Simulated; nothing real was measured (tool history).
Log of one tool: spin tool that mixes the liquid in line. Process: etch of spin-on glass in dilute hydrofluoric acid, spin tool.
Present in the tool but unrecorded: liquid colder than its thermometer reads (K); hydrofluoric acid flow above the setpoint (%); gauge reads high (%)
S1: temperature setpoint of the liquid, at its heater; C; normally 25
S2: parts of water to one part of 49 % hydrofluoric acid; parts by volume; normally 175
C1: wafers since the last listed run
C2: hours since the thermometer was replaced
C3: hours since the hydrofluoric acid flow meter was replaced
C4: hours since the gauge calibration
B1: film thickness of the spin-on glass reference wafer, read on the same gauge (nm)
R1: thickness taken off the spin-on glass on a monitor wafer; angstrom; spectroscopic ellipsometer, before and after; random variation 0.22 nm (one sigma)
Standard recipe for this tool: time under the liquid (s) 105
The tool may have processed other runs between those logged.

run 1 hour=0 | S1=22 S2=235 time_under_the_liquid_(s)=105 | C1=0 C2=1109.3 C3=504.9 C4=626.4 | B1=40 | R1=153.2
run 2 hour=17.3 | S1=25 S2=175 time_under_the_liquid_(s)=80 | C1=185 C2=1126.6 C3=522.2 C4=643.7 | B1=40.05 | R1=183.9
run 3 hour=33.2 | S1=25 S2=175 time_under_the_liquid_(s)=80 | C1=170 C2=1142.5 C3=538.1 C4=659.6 | B1=40 | R1=186.3
run 4 hour=60.5 | S1=25 S2=175 time_under_the_liquid_(s)=80 | C1=292 C2=1169.8 C3=565.4 C4=686.9 | B1=39.99 | R1=187.4
run 5 hour=88.2 | S1=29 S2=175 time_under_the_liquid_(s)=80 | C1=296 C2=1197.5 C3=593.1 C4=714.6 | B1=39.98 | R1=217
run 6 hour=116.5 | S1=29 S2=175 time_under_the_liquid_(s)=80 | C1=302 C2=1225.8 C3=621.4 C4=742.9 | B1=40.01 | R1=219.5
run 7 hour=137 | S1=27.5 S2=175 time_under_the_liquid_(s)=105 | C1=219 C2=1246.3 C3=641.9 C4=763.4 | B1=39.97 | R1=271.8
run 8 hour=235.2 | S1=27.5 S2=175 time_under_the_liquid_(s)=105 | C1=1051 C2=1344.5 C3=740.1 C4=861.6 | B1=40.03 | R1=265.9
run 9 hour=330.8 | S1=27.5 S2=175 time_under_the_liquid_(s)=105 | C1=1023 C2=1440.1 C3=835.7 C4=957.2 | B1=39.98 | R1=265.9
run 10 hour=362.7 | S1=25 S2=175 time_under_the_liquid_(s)=105 | C1=341 C2=1472 C3=867.6 C4=989.1 | B1=40.03 | R1=238.7
run 11 hour=380.8 | S1=25 S2=175 time_under_the_liquid_(s)=105 | C1=193 C2=1490.1 C3=885.7 C4=1007.2 | B1=40.02 | R1=242.4
run 12 hour=402.4 | S1=25 S2=175 time_under_the_liquid_(s)=105 | C1=231 C2=1511.7 C3=907.3 C4=1028.8 | B1=39.99 | R1=242.9
-- hour=458.9 hydrofluoric acid flow meter replaced
-- hour=470.5 thermometer replaced
run 13 hour=476.1 | S1=25 S2=195 time_under_the_liquid_(s)=105 | C1=767 C2=5.6 C3=17.2 C4=1102.5 | B1=39.99 | R1=224.2
run 14 hour=502.1 | S1=25 S2=195 time_under_the_liquid_(s)=105 | C1=278 C2=31.6 C3=43.2 C4=1128.5 | B1=40.03 | R1=222.6
-- hour=514 gauge calibrated
run 15 hour=536.2 | S1=25 S2=175 time_under_the_liquid_(s)=155 | C1=365 C2=65.7 C3=77.3 C4=22.2 | B1=40.01 | R1=381.5
run 16 hour=558.5 | S1=25 S2=175 time_under_the_liquid_(s)=155 | C1=238 C2=88 C3=99.6 C4=44.5 | B1=40.04 | R1=378.9
run 17 hour=574 | S1=25 S2=215 time_under_the_liquid_(s)=105 | C1=165 C2=103.5 C3=115.1 C4=60 | B1=40.01 | R1=197.9
run 18 hour=598.6 | S1=27.5 S2=250 time_under_the_liquid_(s)=150 | C1=263 C2=128.1 C3=139.7 C4=84.6 | B1=40.02 | R1=261.8
run 19 hour=617.3 | S1=25 S2=175 time_under_the_liquid_(s)=130 | C1=200 C2=146.8 C3=158.4 C4=103.3 | B1=40.01 | R1=318.4
run 20 hour=642.3 | S1=25 S2=200 time_under_the_liquid_(s)=105 | C1=267 C2=171.8 C3=183.4 C4=128.3 | B1=40.02 | R1=215.2
run 21 hour=666.7 | S1=25 S2=150 time_under_the_liquid_(s)=140 | C1=261 C2=196.2 C3=207.8 C4=152.7 | B1=40.01 | R1=414.6
run 22 hour=708.8 | S1=25 S2=175 time_under_the_liquid_(s)=105 | C1=450 C2=238.3 C3=249.9 C4=194.8 | B1=40.02 | R1=254.9
run 23 hour=737 | S1=25 S2=135 time_under_the_liquid_(s)=165 | C1=301 C2=266.5 C3=278.1 C4=223 | B1=40 | R1=541.9
run 24 hour=755.6 | S1=28.5 S2=175 time_under_the_liquid_(s)=165 | C1=199 C2=285.1 C3=296.7 C4=241.6 | B1=39.99 | R1=450.7
run 25 hour=777.2 | S1=25 S2=245 time_under_the_liquid_(s)=60 | C1=231 C2=306.7 C3=318.3 C4=263.2 | B1=39.99 | R1=97.1
run 26 hour=808.7 | S1=21 S2=115 time_under_the_liquid_(s)=155 | C1=337 C2=338.2 C3=349.8 C4=294.7 | B1=39.97 | R1=524
run 27 hour=823.3 | S1=26.5 S2=175 time_under_the_liquid_(s)=105 | C1=156 C2=352.8 C3=364.4 C4=309.3 | B1=39.98 | R1=271.6
run 28 hour=855.5 | S1=25 S2=175 time_under_the_liquid_(s)=155 | C1=344 C2=385 C3=396.6 C4=341.5 | B1=40.01 | R1=379.7
run 29 hour=870.5 | S1=25 S2=220 time_under_the_liquid_(s)=105 | C1=160 C2=400 C3=411.6 C4=356.5 | B1=40 | R1=192.9
run 30 hour=897.1 | S1=26.5 S2=255 time_under_the_liquid_(s)=85 | C1=284 C2=426.6 C3=438.2 C4=383.1 | B1=40.03 | R1=136.8
run 31 hour=927.6 | S1=25 S2=175 time_under_the_liquid_(s)=80 | C1=326 C2=457.1 C3=468.7 C4=413.6 | B1=40.01 | R1=196.5
run 32 hour=949.4 | S1=21.5 S2=175 time_under_the_liquid_(s)=105 | C1=233 C2=478.9 C3=490.5 C4=435.4 | B1=40 | R1=224.6
run 33 hour=965.6 | S1=21 S2=175 time_under_the_liquid_(s)=105 | C1=173 C2=495.1 C3=506.7 C4=451.6 | B1=40.02 | R1=215.7
run 34 hour=998.5 | S1=25 S2=175 time_under_the_liquid_(s)=155 | C1=352 C2=528 C3=539.6 C4=484.5 | B1=40.03 | R1=377
run 35 hour=1022.1 | S1=22 S2=175 time_under_the_liquid_(s)=105 | C1=252 C2=551.6 C3=563.2 C4=508.1 | B1=40.01 | R1=227.4

Results per run with the tool's hidden condition removed, run-to-run variation unchanged:
run=1 R1=160.3
run=2 R1=192.7
run=3 R1=195.2
run=4 R1=196.4
run=5 R1=226.6
run=6 R1=229.3
run=7 R1=284.4
run=8 R1=278.4
run=9 R1=278.6
run=10 R1=251
run=11 R1=254.8
run=12 R1=255.4
run=13 R1=224.7
run=14 R1=223.1
run=15 R1=382.7
run=16 R1=380.1
run=17 R1=198.4
run=18 R1=262.2
run=19 R1=319.5
run=20 R1=215.8
run=21 R1=416.5
run=22 R1=256
run=23 R1=545
run=24 R1=452.3
run=25 R1=97.3
run=26 R1=528.4
run=27 R1=272.8
run=28 R1=381.7
run=29 R1=193.6
run=30 R1=137
run=31 R1=197.6
run=32 R1=226.3
run=33 R1=217.4
run=34 R1=379.3
run=35 R1=229.3
